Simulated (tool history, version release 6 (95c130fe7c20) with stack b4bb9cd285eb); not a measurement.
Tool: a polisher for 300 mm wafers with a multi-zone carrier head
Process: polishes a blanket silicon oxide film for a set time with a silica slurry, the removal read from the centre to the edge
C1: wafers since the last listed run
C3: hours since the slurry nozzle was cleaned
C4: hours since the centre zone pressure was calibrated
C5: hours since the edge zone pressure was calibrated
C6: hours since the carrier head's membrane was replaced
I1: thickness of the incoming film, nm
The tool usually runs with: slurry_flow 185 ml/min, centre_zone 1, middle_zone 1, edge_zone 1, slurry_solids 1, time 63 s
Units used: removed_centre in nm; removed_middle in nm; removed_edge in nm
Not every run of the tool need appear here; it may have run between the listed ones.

Run 1, hour 0: usual settings; C1 0; wafers polished on this pad 667; C3 648.4; C4 715.8; C5 1208.6; C6 896.8; I1 1825. Result: removed_centre 207.4 nm, removed_middle 214.3 nm, removed_edge 215.5 nm.
Run 2, hour 25.1: usual settings; C1 342; wafers polished on this pad 1009; C3 673.5; C4 740.9; C5 1233.7; C6 921.9; I1 1789.9. Result: removed_centre 205.9 nm, removed_middle 215.5 nm, removed_edge 219.6 nm.
Run 3, hour 51.7: usual settings; C1 362; wafers polished on this pad 1372; C3 700.1; C4 767.5; C5 1260.3; C6 948.5; I1 1832.6. Result: removed_centre 208.7 nm, removed_middle 208.9 nm, removed_edge 220.8 nm.
At hour 66.2: worn pad replaced by a new one.
Run 4, hour 69.9: usual settings; C1 193; wafers polished on this pad 50; C3 718.3; C4 785.7; C5 1278.5; C6 966.7; I1 1854.9. Result: removed_centre 207.5 nm, removed_middle 214.9 nm, removed_edge 216.1 nm.
Run 5, hour 84.8: usual settings; C1 203; wafers polished on this pad 253; C3 733.2; C4 800.6; C5 1293.4; C6 981.6; I1 1841.4. Result: removed_centre 204.2 nm, removed_middle 216.1 nm, removed_edge 215.7 nm.
Run 6, hour 114.2: usual settings; C1 401; wafers polished on this pad 654; C3 762.6; C4 830; C5 1322.8; C6 1011; I1 1815.1. Result: removed_centre 205.2 nm, removed_middle 215.2 nm, removed_edge 213.8 nm.
Run 7, hour 133.8: usual settings; C1 267; wafers polished on this pad 921; C3 782.2; C4 849.6; C5 1342.4; C6 1030.6; I1 1838.7. Result: removed_centre 203.2 nm, removed_middle 211.4 nm, removed_edge 217.9 nm.
At hour 147.5: edge zone pressure recalibrated.
Run 8, hour 150.7: usual settings; C1 203; wafers polished on this pad 1125; C3 799.1; C4 866.5; C5 3.2; C6 1047.5; I1 1805.9. Result: removed_centre 200 nm, removed_middle 207.6 nm, removed_edge 214.1 nm.
At hour 161.3: centre zone pressure recalibrated.
Run 9, hour 174: usual settings but centre_zone 0.92, edge_zone 0.92; C1 290; wafers polished on this pad 1415; C3 822.4; C4 12.7; C5 26.5; C6 1070.8; I1 1825.1. Result: removed_centre 187.2 nm, removed_middle 215 nm, removed_edge 206.8 nm.
At hour 179: worn pad replaced by a new one.
At hour 212.7: slurry nozzle cleaned.
Run 10, hour 213.2: usual settings but slurry_flow 230 ml/min, slurry_solids 1.3; C1 466; wafers polished on this pad 453; C3 0.5; C4 51.9; C5 65.7; C6 1110; I1 1828.9. Result: removed_centre 265 nm, removed_middle 270.2 nm, removed_edge 270.5 nm.
Run 11, hour 233.8: usual settings but slurry_flow 135 ml/min, middle_zone 0.96; C1 281; wafers polished on this pad 734; C3 21.1; C4 72.5; C5 86.3; C6 1130.6; I1 1850.9. Result: removed_centre 213.7 nm, removed_middle 210.7 nm, removed_edge 223.8 nm.
At hour 240.4: carrier head's membrane replaced by a new one.
At hour 272.6: worn pad replaced by a new one.
Run 12, hour 279.9: usual settings but slurry_flow 215 ml/min, middle_zone 1.09, edge_zone 0.97, slurry_solids 0.75; C1 506; wafers polished on this pad 99; C3 67.2; C4 118.6; C5 132.4; C6 39.5; I1 1814.7. Result: removed_centre 185.4 nm, removed_middle 206.2 nm, removed_edge 188.9 nm.
Run 13, hour 299.8: usual settings but middle_zone 1.1, slurry_solids 1.2; C1 271; wafers polished on this pad 371; C3 87.1; C4 138.5; C5 152.3; C6 59.4; I1 1842.4. Result: removed_centre 247 nm, removed_middle 283.1 nm, removed_edge 252.1 nm.
Run 14, hour 323.5: usual settings but centre_zone 0.93, edge_zone 1.08, slurry_solids 1.1, time 43 s; C1 323; wafers polished on this pad 694; C3 110.8; C4 162.2; C5 176; C6 83.1; I1 1818.4. Result: removed_centre 149.2 nm, removed_middle 165.8 nm, removed_edge 171.9 nm.

Across each entry between runs, compare the hidden state at the last listed run before it with the hidden state at the first listed run after it:
Runs 3 to 4: worn pad replaced by a new one (hour 66.2)
  slurry flow missing at the pad, %: 41.5 -> 42.5
  the result without the hidden state subtracted from the measured one, removed_centre: -18.7 -> -19.2 nm; removed_middle: -16.5 -> -17.6 nm; removed_edge: -12.4 -> -12.5 nm
Runs 7 to 8: edge zone pressure recalibrated (hour 147.5)
  slurry flow missing at the pad, %: 45.8 -> 46.7
  the result without the hidden state subtracted from the measured one, removed_centre: -21.4 -> -21.7 nm; removed_middle: -19.6 -> -19.8 nm; removed_edge: -14.3 -> -14.4 nm
Runs 8 to 9: centre zone pressure recalibrated (hour 161.3)
  slurry flow missing at the pad, %: 46.7 -> 47.9
  the result without the hidden state subtracted from the measured one, removed_centre: -21.7 -> -21.2 nm; removed_middle: -19.8 -> -21.4 nm; removed_edge: -14.4 -> -14.5 nm
Runs 9 to 10: worn pad replaced by a new one (hour 179); slurry nozzle cleaned (hour 212.7)
  slurry flow missing at the pad, %: 47.9 -> 0.859
  the result without the hidden state subtracted from the measured one, removed_centre: -21.2 -> -0.2 nm; removed_middle: -21.4 -> -0.2 nm; removed_edge: -14.5 -> -0.2 nm
Runs 11 to 12: carrier head's membrane replaced by a new one (hour 240.4); worn pad replaced by a new one (hour 272.6)
  slurry flow missing at the pad, %: 1.94 -> 4.34
  the result without the hidden state subtracted from the measured one, removed_centre: -0.7 -> -1 nm; removed_middle: -0.6 -> -1 nm; removed_edge: -0.5 -> -0.7 nm

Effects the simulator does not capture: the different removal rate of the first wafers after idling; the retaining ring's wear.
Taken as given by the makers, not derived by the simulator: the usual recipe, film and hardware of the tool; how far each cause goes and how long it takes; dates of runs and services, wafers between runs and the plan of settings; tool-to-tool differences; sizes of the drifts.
